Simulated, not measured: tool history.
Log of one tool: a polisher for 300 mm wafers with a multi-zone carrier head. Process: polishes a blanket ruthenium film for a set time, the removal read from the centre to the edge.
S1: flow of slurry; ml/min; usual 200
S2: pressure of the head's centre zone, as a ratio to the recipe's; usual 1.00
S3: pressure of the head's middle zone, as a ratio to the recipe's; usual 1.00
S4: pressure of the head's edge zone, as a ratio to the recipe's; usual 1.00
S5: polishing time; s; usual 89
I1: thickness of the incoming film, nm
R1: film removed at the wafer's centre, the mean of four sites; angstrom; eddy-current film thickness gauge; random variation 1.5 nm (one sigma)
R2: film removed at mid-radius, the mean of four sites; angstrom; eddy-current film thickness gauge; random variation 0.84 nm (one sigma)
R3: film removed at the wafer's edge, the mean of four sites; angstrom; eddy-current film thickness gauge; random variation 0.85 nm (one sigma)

| run | day | S1 | S2 | S3 | S4 | S5 | I1 | R1 | R2 | R3 |
|---|---|---|---|---|---|---|---|---|---|---|
| 1 | 0.000 | 200 | 1.00 | 1.00 | 1.00 | 89 | 291.5 | 1125 | 1153 | 1155 |
| 2 | 1.350 | 200 | 1.00 | 1.00 | 1.00 | 89 | 285.5 | 1153 | 1155 | 1148 |
| 3 | 2.096 | 200 | 1.00 | 1.00 | 1.00 | 89 | 294.2 | 1139 | 1175 | 1148 |
| 4 | 3.367 | 200 | 1.00 | 1.00 | 1.00 | 89 | 291.1 | 1160 | 1158 | 1128 |
|  | 4.525 | worn pad replaced by a new one |
| 5 | 4.733 | 200 | 1.00 | 1.00 | 1.00 | 89 | 291.5 | 1102 | 1149 | 1142 |
|  | 4.908 | edge zone pressure recalibrated |
|  | 6.088 | slurry nozzle cleaned |
| 6 | 6.112 | 200 | 1.00 | 1.00 | 1.09 | 89 | 287.6 | 1210 | 1215 | 1233 |
|  | 6.554 | carrier head's membrane replaced by a new one |
| 7 | 7.096 | 200 | 1.00 | 1.00 | 0.92 | 89 | 288.5 | 1196 | 1230 | 1154 |
| 8 | 7.804 | 200 | 1.00 | 1.00 | 0.92 | 89 | 285.4 | 1226 | 1220 | 1166 |
| 9 | 9.142 | 200 | 1.00 | 1.00 | 0.92 | 89 | 288.8 | 1193 | 1218 | 1156 |
|  | 9.358 | worn pad replaced by a new one |
|  | 9.504 | centre zone pressure recalibrated |
| 10 | 10.288 | 200 | 0.96 | 1.00 | 1.09 | 99 | 293.5 | 1268 | 1336 | 1352 |
| 11 | 11.196 | 160 | 1.00 | 1.12 | 1.00 | 119 | 290.5 | 1517 | 1675 | 1541 |
| 12 | 12.412 | 200 | 1.00 | 1.00 | 1.00 | 89 | 284.6 | 1177 | 1189 | 1158 |
| 13 | 13.733 | 165 | 1.00 | 0.96 | 1.05 | 89 | 291.7 | 1127 | 1122 | 1182 |
|  | 14.288 | worn pad replaced by a new one |
| 14 | 14.575 | 200 | 1.00 | 1.00 | 1.05 | 89 | 293.4 | 1150 | 1197 | 1178 |
| 15 | 15.233 | 165 | 1.04 | 0.95 | 1.00 | 67 | 288.8 | 866 | 844 | 864 |
| 16 | 15.988 | 200 | 0.93 | 1.00 | 1.00 | 73 | 289.6 | 908 | 975 | 948 |
| 17 | 16.900 | 135 | 0.90 | 1.00 | 1.00 | 89 | 295.5 | 1014 | 1118 | 1122 |
| 18 | 17.712 | 220 | 0.93 | 1.00 | 0.89 | 70 | 289.3 | 873 | 940 | 884 |
| 19 | 18.808 | 200 | 1.09 | 0.94 | 1.00 | 89 | 285.7 | 1180 | 1123 | 1148 |
|  | 19.167 | worn pad replaced by a new one |
| 20 | 19.900 | 200 | 1.00 | 1.00 | 1.00 | 89 | 288.4 | 1182 | 1166 | 1157 |
| 21 | 20.817 | 200 | 0.97 | 1.09 | 1.00 | 75 | 291.8 | 945 | 1047 | 981 |

5 ways to go on from here, each from the tool as it stands after run 21. What would each give?
| A | 20.838 | 200 | 1.00 | 1.00 | 1.07 | 89 | 285.1 | ? | ? | ? |
| B | 20.838 | 200 | 0.92 | 1.09 | 1.00 | 89 | 285.1 | ? | ? | ? |
| C | 20.838 | 200 | 1.00 | 1.00 | 0.88 | 89 | 285.1 | ? | ? | ? |
| D | 20.838 | 200 | 1.08 | 1.11 | 1.00 | 89 | 285.1 | ? | ? | ? |
| E | 20.838 | 200 | 1.00 | 1.11 | 0.90 | 89 | 285.1 | ? | ? | ? |

| run | R1 | R2 | R3 |
|---|---|---|---|
| A | 1141 | 1171 | 1160 |
| B | 1080 | 1236 | 1135 |
| C | 1141 | 1171 | 1095 |
| D | 1202 | 1249 | 1135 |
| E | 1141 | 1250 | 1100 |
Without the tool's hidden state the same runs would have given:
| run | R1 | R2 | R3 |
|---|---|---|---|
| A | 1207 | 1231 | 1204 |
| B | 1143 | 1300 | 1178 |
| C | 1207 | 1231 | 1136 |
| D | 1272 | 1314 | 1178 |
| E | 1207 | 1314 | 1142 |
